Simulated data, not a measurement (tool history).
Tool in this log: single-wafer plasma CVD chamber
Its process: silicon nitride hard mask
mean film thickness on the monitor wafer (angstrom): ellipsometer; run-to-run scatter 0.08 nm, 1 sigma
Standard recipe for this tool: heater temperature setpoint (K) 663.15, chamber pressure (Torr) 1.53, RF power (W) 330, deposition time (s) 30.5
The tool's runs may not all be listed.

| run | hour | heater temperature setpoint (K) | chamber pressure (Torr) | RF power (W) | deposition time (s) | read-back reference wafer on the same gauge, thickness_nm | mean film thickness on the monitor wafer (angstrom) |
|---|---|---|---|---|---|---|---|
| 1 | 0.0 | 668.15 | 1.62 | 330 | 30.5 | 38.664 | 344.78 |
| 2 | 49.5 | 668.15 | 1.62 | 330 | 30.5 | 38.694 | 346.69 |
| 3 | 107.1 | 663.15 | 1.53 | 330 | 30.5 | 38.657 | 336.93 |
| 4 | 154.6 | 663.15 | 1.53 | 330 | 30.5 | 38.672 | 337.36 |
| 5 | 231.2 | 663.15 | 1.53 | 330 | 30.5 | 38.674 | 335.05 |
| 6 | 303.1 | 663.15 | 1.53 | 330 | 35.0 | 38.696 | 385.47 |
| 7 | 348.5 | 652.15 | 1.53 | 330 | 30.5 | 38.705 | 336.14 |
|  | 376.5 | showerhead replaced |
| 8 | 421.0 | 653.15 | 1.81 | 330 | 30.5 | 38.707 | 359.86 |
|  | 569.2 | RF generator calibrated |
| 9 | 629.0 | 650.15 | 1.53 | 330 | 30.5 | 38.709 | 345.23 |
| 10 | 672.9 | 663.15 | 1.53 | 270 | 30.5 | 38.689 | 323.00 |
| 11 | 745.4 | 663.15 | 1.53 | 330 | 30.5 | 38.729 | 343.68 |
| 12 | 787.3 | 672.15 | 1.53 | 330 | 24.9 | 38.711 | 281.06 |
| 13 | 880.9 | 663.15 | 1.53 | 270 | 30.5 | 38.699 | 324.22 |
|  | 912.5 | capacitance manometer re-zeroed and calibrated |
| 14 | 964.6 | 663.15 | 1.53 | 330 | 30.5 | 38.673 | 343.65 |
| 15 | 1055.5 | 663.15 | 1.53 | 330 | 30.5 | 38.677 | 343.56 |
| 16 | 1118.1 | 663.15 | 1.53 | 360 | 36.6 | 38.730 | 425.46 |
| 17 | 1217.0 | 663.15 | 1.76 | 330 | 30.5 | 38.699 | 361.76 |
|  | 1258.5 | thermocouple changed; heater temperature recalibrated |
| 18 | 1292.5 | 663.15 | 1.53 | 330 | 30.5 | 38.702 | 344.14 |
| 19 | 1359.8 | 655.15 | 1.53 | 350 | 30.5 | 38.721 | 349.93 |
| 20 | 1441.1 | 669.15 | 1.42 | 305 | 24.8 | 38.714 | 262.91 |
| 21 | 1498.8 | 663.15 | 1.88 | 395 | 27.8 | 38.719 | 357.60 |
| 22 | 1535.3 | 663.15 | 1.53 | 330 | 30.5 | 38.712 | 341.98 |
| 23 | 1572.0 | 663.15 | 1.53 | 330 | 30.5 | 38.720 | 344.43 |
| 24 | 1874.6 | 663.15 | 1.53 | 295 | 30.5 | 38.678 | 329.36 |
| 25 | 1918.9 | 663.15 | 1.40 | 265 | 30.5 | 38.715 | 307.01 |
| 26 | 2126.7 | 678.15 | 1.83 | 390 | 30.5 | 38.659 | 382.10 |
| 27 | 2284.3 | 655.15 | 1.53 | 330 | 30.5 | 38.690 | 339.67 |
| 28 | 2388.1 | 668.15 | 1.53 | 330 | 35.3 | 38.726 | 391.25 |
| 29 | 2486.2 | 663.15 | 1.53 | 330 | 30.5 | 38.691 | 337.78 |

What if the next run were any one of these 3? Each begins from the tool's condition after run 29:
| A | 2486.6 | 663.15 | 1.53 | 330 | 32.3 | ? | ? |
| B | 2486.6 | 677.15 | 1.22 | 330 | 35.2 | ? | ? |
| C | 2486.6 | 663.15 | 1.41 | 285 | 30.5 | ? | ? |

| run | read-back reference wafer on the same gauge, thickness_nm | mean film thickness on the monitor wafer (angstrom) |
|---|---|---|
| A | 38.695 | 357.64 |
| B | 38.695 | 350.06 |
| C | 38.695 | 311.58 |
With the hidden condition removed and each run's random variation left untouched, the same runs would have given:
| run | mean film thickness on the monitor wafer (angstrom) |
|---|---|
| A | 366.39 |
| B | 358.62 |
| C | 319.28 |
